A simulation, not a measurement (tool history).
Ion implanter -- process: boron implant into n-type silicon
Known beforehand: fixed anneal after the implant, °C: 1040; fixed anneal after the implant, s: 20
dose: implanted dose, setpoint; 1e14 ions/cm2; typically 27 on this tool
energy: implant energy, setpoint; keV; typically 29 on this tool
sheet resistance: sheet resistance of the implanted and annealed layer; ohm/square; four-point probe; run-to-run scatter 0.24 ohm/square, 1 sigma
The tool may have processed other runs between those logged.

| run | hour | dose | energy | read-back reference wafer on the same gauge, sheet resistance | sheet resistance |
|---|---|---|---|---|---|
| 1 | 0 | 27 | 33 | 45.69 | 45.32 |
| 2 | 16.2 | 27 | 33 | 45.61 | 45.9 |
| 3 | 29.5 | 27 | 33 | 45.6 | 45.22 |
| 4 | 35.7 | 32.02 | 29 | 45.59 | 42.89 |
| 5 | 49 | 32.02 | 29 | 45.57 | 43.07 |
| 6 | 64.4 | 32.02 | 29 | 45.51 | 42.61 |
|  | 87.8 | Faraday cup replaced and dose calibrated |
| 7 | 88.3 | 22.7 | 29 | 45.54 | 52.67 |
| 8 | 93.6 | 22.7 | 29 | 45.51 | 52.01 |
| 9 | 104 | 22.7 | 29 | 45.62 | 52.7 |
| 10 | 114.4 | 22.82 | 37 | 45.5 | 50.86 |
| 11 | 128.4 | 19.96 | 33 | 45.6 | 57.16 |
|  | 141.9 | extraction supply calibrated |
| 12 | 143.8 | 24.39 | 29 | 45.61 | 49.99 |
|  | 152.1 | gauge calibrated |
| 13 | 157 | 27 | 29 | 45.53 | 47.16 |
| 14 | 169.5 | 27 | 33 | 45.58 | 45.21 |
| 15 | 179.7 | 27 | 23 | 45.66 | 50.4 |
| 16 | 192.2 | 23.73 | 22.5 | 45.58 | 54.25 |
| 17 | 200.1 | 27 | 29 | 45.68 | 46.53 |
| 18 | 213.2 | 20.86 | 29 | 45.62 | 55.68 |
| 19 | 237.3 | 27 | 29 | 45.64 | 46.82 |

4 ways to go on from here, each from the tool as it stands after run 19. What would each give?
| A | 237.7 | 27 | 29 | ? | ? |
| B | 237.7 | 23.94 | 35 | ? | ? |
| C | 237.7 | 32.58 | 34.5 | ? | ? |
| D | 237.7 | 24.04 | 38 | ? | ? |

| run | read-back reference wafer on the same gauge, sheet resistance | sheet resistance |
|---|---|---|
| A | 45.51 | 47.33 |
| B | 45.51 | 49.49 |
| C | 45.51 | 40.69 |
| D | 45.51 | 48.74 |
The same runs, with their run-to-run variation unchanged, on a tool lacking any hidden condition would have given:
| run | sheet resistance |
|---|---|
| A | 47.33 |
| B | 49.49 |
| C | 40.69 |
| D | 48.74 |
